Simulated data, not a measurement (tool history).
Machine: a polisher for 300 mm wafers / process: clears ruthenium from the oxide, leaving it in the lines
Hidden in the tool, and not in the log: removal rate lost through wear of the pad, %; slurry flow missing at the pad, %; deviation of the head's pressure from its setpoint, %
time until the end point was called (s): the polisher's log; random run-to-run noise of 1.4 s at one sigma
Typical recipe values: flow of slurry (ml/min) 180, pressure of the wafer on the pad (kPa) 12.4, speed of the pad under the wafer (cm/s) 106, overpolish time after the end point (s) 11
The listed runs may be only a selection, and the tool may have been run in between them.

run,hour,flow of slurry (ml/min),pressure of the wafer on the pad (kPa),speed of the pad under the wafer (cm/s),overpolish time after the end point (s),wafers since the last listed run,wafers polished on this pad,hours since the slurry nozzle was cleaned,hours since the head pressure was calibrated,"incoming thickness of the incoming film, nm",time until the end point was called (s)
1,0.0,180,12.4,106,11,0,231,154.9,756.7,110.8,107.5
2,10.1,180,12.4,106,11,54,286,165.0,766.8,109.9,106.2
3,21.3,180,12.4,106,9,60,346,176.2,778.0,110.9,109.4
4,74.9,180,12.4,106,9,290,637,229.8,831.6,111.9,112.2
5,84.2,180,12.4,106,11,50,688,239.1,840.9,109.8,108.9
6,93.5,180,12.4,106,11,50,738,248.4,850.2,111.7,110.5
7,102.9,180,12.4,106,11,51,789,257.8,859.6,109.9,110.6
8,119.9,180,13.8,84,11,92,881,274.8,876.6,108.1,125.7
9,136.3,180,13.8,84,11,88,970,291.2,893.0,109.6,123.5
10,147.3,130,12.4,106,11,59,1030,302.2,904.0,109.7,121.7
11,164.8,130,12.4,106,11,94,1125,319.7,921.5,111.9,119.0
12,179.2,180,12.4,106,11,78,1203,334.1,935.9,110.4,111.6
# hour 184.1: worn pad replaced by a new one
13,192.4,180,12.4,106,11,49,44,347.3,949.1,111.2,114.1
14,203.9,180,12.4,106,11,62,107,358.8,960.6,109.6,114.2
15,214.4,180,12.4,78,11,56,164,369.3,971.1,109.5,151.5
16,229.4,180,12.4,78,11,81,245,384.3,986.1,109.6,153.2
17,239.9,180,12.4,106,11,56,302,394.8,996.6,111.1,114.0
18,250.0,180,12.4,122,11,54,357,404.9,1006.7,109.4,96.5
19,262.0,180,9.7,106,11,65,422,416.9,1018.7,109.7,140.0
20,271.2,180,12.4,106,11,49,472,426.1,1027.9,109.5,112.6
21,315.3,180,10.3,140,4,239,711,470.2,1072.0,108.8,100.0
# hour 328.7: slurry nozzle cleaned
22,332.0,180,12.4,106,11,85,796,3.3,1088.7,110.1,113.0
23,347.9,230,15.2,124,13,86,883,19.2,1104.6,109.3,77.6
# hour 353.1: head pressure recalibrated
24,362.9,155,14.5,106,6,70,953,34.2,9.8,108.0,86.8
25,380.7,180,12.4,106,11,96,1050,52.0,27.6,109.4,98.0
# hour 413.1: worn pad replaced by a new one
26,416.5,180,12.4,106,14,172,18,87.8,63.4,109.6,101.1
27,431.1,180,14.5,106,11,79,97,102.4,78.0,111.1,87.0
28,448.2,160,12.4,106,6,92,190,119.5,95.1,110.2,100.1
29,458.5,180,12.4,118,11,55,246,129.8,105.4,107.9,91.2
30,466.9,155,12.4,90,11,45,292,138.2,113.8,110.5,122.5
31,478.0,180,16.5,106,17,60,352,149.3,124.9,109.8,76.3
32,519.9,180,9.0,106,15,227,579,191.2,166.8,109.0,138.6
33,530.0,180,12.4,106,7,54,634,201.3,176.9,109.8,102.5
34,539.9,200,13.8,134,6,53,688,211.2,186.8,110.0,69.9
35,557.7,180,10.3,106,11,96,784,229.0,204.6,110.0,122.1
36,565.7,180,9.7,78,11,43,828,237.0,212.6,110.4,175.7
37,577.9,205,12.4,106,11,66,894,249.2,224.8,109.1,97.3
38,586.2,180,11.0,106,11,45,939,257.5,233.1,108.8,114.3

What the log doesn't show, run by run:
removal rate lost through wear of the pad, %: 0, the same for each run
slurry flow missing at the pad, %: 0, the same for each run
H1: deviation of the head's pressure from its setpoint, %
run,H1
1,-8.25
2,-8.36
3,-8.47
4,-9.02
5,-9.12
6,-9.22
7,-9.31
8,-9.49
9,-9.66
10,-9.77
11,-9.95
12,-10.1
13,-10.2
14,-10.4
15,-10.5
16,-10.6
17,-10.7
18,-10.8
19,-10.9
20,-11
21,-11.5
22,-11.7
23,-11.8
24,1.15
25,0.972
26,0.604
27,0.454
28,0.278
29,0.172
30,0.0853
31,-0.0289
32,-0.46
33,-0.564
34,-0.666
35,-0.849
36,-0.931
37,-1.06
38,-1.14
